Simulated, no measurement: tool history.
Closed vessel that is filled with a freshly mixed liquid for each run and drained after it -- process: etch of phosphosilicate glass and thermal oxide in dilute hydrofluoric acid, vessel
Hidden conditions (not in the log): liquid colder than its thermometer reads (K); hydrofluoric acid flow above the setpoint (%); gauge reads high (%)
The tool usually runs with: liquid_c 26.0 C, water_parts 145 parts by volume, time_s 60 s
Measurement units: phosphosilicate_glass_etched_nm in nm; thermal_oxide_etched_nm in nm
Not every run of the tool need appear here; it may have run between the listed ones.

run	hour	liquid_c	water_parts	time_s	wafers since the last listed run	hours since the thermometer was replaced	hours since the hydrofluoric acid flow meter was replaced	hours since the gauge calibration	read-back film thickness of the phosphosilicate glass reference wafer, read on the same gauge (nm)	read-back film thickness of the thermal oxide reference wafer, read on the same gauge (nm)	phosphosilicate_glass_etched_nm	thermal_oxide_etched_nm
1	0.0	23.0	145	60	0	1832.0	72.6	112.5	140.01	120.063	66.41	1.906
2	37.7	23.0	145	60	5420	1869.7	110.3	150.2	140.04	119.996	66.19	1.921
3	89.3	23.0	145	60	7418	1921.3	161.9	201.8	140.00	120.017	66.50	1.940
4	136.7	26.0	115	60	6815	1968.7	209.3	249.2	140.01	120.015	97.90	2.914
5	193.9	26.0	115	60	8224	2025.9	266.5	306.4	140.00	120.033	96.67	2.827
6	264.1	26.0	145	60	10093	2096.1	336.7	376.6	139.94	120.015	74.29	2.170
7	307.8	26.0	145	60	6283	2139.8	380.4	420.3	140.03	120.001	74.88	2.162
8	348.8	28.0	145	60	5894	2180.8	421.4	461.3	139.96	120.008	80.91	2.429
9	376.8	28.0	145	60	4025	2208.8	449.4	489.3	139.99	120.044	81.78	2.495
10	448.3	21.5	200	90	10280	2280.3	520.9	560.8	139.98	119.997	66.32	1.927
11	531.4	26.0	145	60	11947	2363.4	604.0	643.9	140.00	120.002	76.44	2.333
12	570.8	26.0	145	80	5664	2402.8	643.4	683.3	140.01	119.979	102.58	2.985
# hour 619.5: thermometer replaced
# hour 637.6: gauge calibrated
13	639.5	26.0	145	60	9733	20.0	712.1	1.9	140.00	120.066	77.73	2.273
14	666.4	26.0	100	60	3867	46.9	739.0	28.8	139.99	120.025	118.20	3.434
15	709.9	30.5	205	60	6254	90.4	782.5	72.3	139.99	119.980	60.59	1.758
# hour 715.9: hydrofluoric acid flow meter replaced
16	774.5	23.5	185	45	9144	155.0	58.6	136.9	140.00	120.014	37.80	1.068
17	835.7	24.5	170	50	8799	216.2	119.8	198.1	140.01	120.020	48.39	1.468
18	893.1	26.0	145	60	8252	273.6	177.2	255.5	139.99	119.973	75.12	2.141
19	946.9	26.0	145	60	7735	327.4	231.0	309.3	140.01	119.991	74.75	2.269

3 ways to go on from here, each from the tool as it stands after run 19. What would each give?
A	947.6	26.0	145	50	100	328.1	231.7	310.0	?	?	?	?
B	947.6	26.0	175	80	100	328.1	231.7	310.0	?	?	?	?
C	947.6	26.0	115	40	100	328.1	231.7	310.0	?	?	?	?

run	read-back film thickness of the phosphosilicate glass reference wafer, read on the same gauge (nm)	read-back film thickness of the thermal oxide reference wafer, read on the same gauge (nm)	phosphosilicate_glass_etched_nm	thermal_oxide_etched_nm
A	139.97	120.054	62.48	1.818
B	139.97	120.054	79.98	2.328
C	139.97	120.054	65.35	1.902
Take away the tool's hidden state, keep each run's random variation, and the runs would have read:
run	phosphosilicate_glass_etched_nm	thermal_oxide_etched_nm
A	61.02	1.776
B	78.08	2.272
C	63.87	1.859
